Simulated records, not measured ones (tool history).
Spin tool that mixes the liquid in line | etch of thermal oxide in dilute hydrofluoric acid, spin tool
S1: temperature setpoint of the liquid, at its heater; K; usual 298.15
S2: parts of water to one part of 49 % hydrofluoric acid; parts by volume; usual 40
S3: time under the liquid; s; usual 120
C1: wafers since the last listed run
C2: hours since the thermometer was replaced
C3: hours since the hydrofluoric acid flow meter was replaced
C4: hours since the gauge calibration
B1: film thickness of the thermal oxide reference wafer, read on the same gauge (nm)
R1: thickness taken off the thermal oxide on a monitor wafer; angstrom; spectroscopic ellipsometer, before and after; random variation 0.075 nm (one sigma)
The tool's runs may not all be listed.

run 1 hour=0 | S1=298.15 S2=40 S3=120 | C1=0 C2=2360.9 C3=2330.5 C4=250.8 | B1=50.02 | R1=144.7
run 2 hour=35.3 | S1=298.15 S2=40 S3=120 | C1=237 C2=2396.2 C3=2365.8 C4=286.1 | B1=50.03 | R1=143.9
run 3 hour=51.1 | S1=301.65 S2=40 S3=170 | C1=106 C2=2412 C3=2381.6 C4=301.9 | B1=49.96 | R1=239.1
run 4 hour=70.9 | S1=301.65 S2=40 S3=170 | C1=132 C2=2431.8 C3=2401.4 C4=321.7 | B1=50.02 | R1=235.4
run 5 hour=102.4 | S1=298.15 S2=55 S3=120 | C1=211 C2=2463.3 C3=2432.9 C4=353.2 | B1=50 | R1=102.6
run 6 hour=133 | S1=298.15 S2=55 S3=120 | C1=205 C2=2493.9 C3=2463.5 C4=383.8 | B1=49.99 | R1=103.1
run 7 hour=145.3 | S1=298.15 S2=40 S3=120 | C1=82 C2=2506.2 C3=2475.8 C4=396.1 | B1=50 | R1=144.4
run 8 hour=169.5 | S1=299.65 S2=40 S3=120 | C1=162 C2=2530.4 C3=2500 C4=420.3 | B1=50.02 | R1=153
run 9 hour=203.5 | S1=299.65 S2=40 S3=120 | C1=228 C2=2564.4 C3=2534 C4=454.3 | B1=50.02 | R1=153
-- hour=219 hydrofluoric acid flow meter replaced
-- hour=224 thermometer replaced
run 10 hour=230.9 | S1=299.65 S2=40 S3=120 | C1=170 C2=6.9 C3=11.9 C4=481.7 | B1=49.99 | R1=172
run 11 hour=260.5 | S1=295.15 S2=40 S3=120 | C1=198 C2=36.5 C3=41.5 C4=511.3 | B1=49.99 | R1=142.6
run 12 hour=275.4 | S1=299.65 S2=55 S3=180 | C1=100 C2=51.4 C3=56.4 C4=526.2 | B1=50.01 | R1=181.6
run 13 hour=304.2 | S1=301.15 S2=55 S3=190 | C1=193 C2=80.2 C3=85.2 C4=555 | B1=49.96 | R1=205.5
run 14 hour=332.2 | S1=295.15 S2=40 S3=165 | C1=187 C2=108.2 C3=113.2 C4=583 | B1=49.97 | R1=194.6
run 15 hour=367.8 | S1=300.65 S2=35 S3=85 | C1=239 C2=143.8 C3=148.8 C4=618.6 | B1=50.02 | R1=145.1
-- hour=382.3 gauge calibrated
run 16 hour=383.2 | S1=298.15 S2=55 S3=120 | C1=103 C2=159.2 C3=164.2 C4=0.9 | B1=49.99 | R1=114.2
run 17 hour=415.8 | S1=298.15 S2=60 S3=120 | C1=218 C2=191.8 C3=196.8 C4=33.5 | B1=49.98 | R1=103
run 18 hour=443.5 | S1=298.15 S2=40 S3=120 | C1=185 C2=219.5 C3=224.5 C4=61.2 | B1=50.02 | R1=160.4
run 19 hour=472.8 | S1=299.65 S2=30 S3=145 | C1=196 C2=248.8 C3=253.8 C4=90.5 | B1=50.01 | R1=276.8
run 20 hour=504.6 | S1=298.15 S2=40 S3=120 | C1=213 C2=280.6 C3=285.6 C4=122.3 | B1=49.97 | R1=158.6
run 21 hour=524.1 | S1=299.65 S2=55 S3=120 | C1=130 C2=300.1 C3=305.1 C4=141.8 | B1=49.96 | R1=121
run 22 hour=536.4 | S1=298.15 S2=40 S3=75 | C1=82 C2=312.4 C3=317.4 C4=154.1 | B1=49.97 | R1=99
run 23 hour=571.6 | S1=298.15 S2=40 S3=120 | C1=236 C2=347.6 C3=352.6 C4=189.3 | B1=50.03 | R1=159.7

Some steps in R1 between neighbouring runs. How much of each would the tool show without its hidden state too (settings, what came in, random variation), and how much is left for the hidden state, with any gauge scatter that isn't in both results?
The hidden state here: liquid colder than its thermometer reads (K); hydrofluoric acid flow below the setpoint (%); gauge reads high (%).
Run 4 -> 5: S1 301.65 -> 298.15, S2 40 -> 55, S3 170 -> 120. R1 -132.8 angstrom: hidden state +15.1, all else -147.9.
Run 9 -> 10: hydrofluoric acid flow meter replaced, thermometer replaced. R1 +19 angstrom: hidden state +18.6, all else +0.4.
Run 19 -> 20: S1 299.65 -> 298.15, S2 30 -> 40, S3 145 -> 120. R1 -118.2 angstrom: hidden state +1.1, all else -119.3.
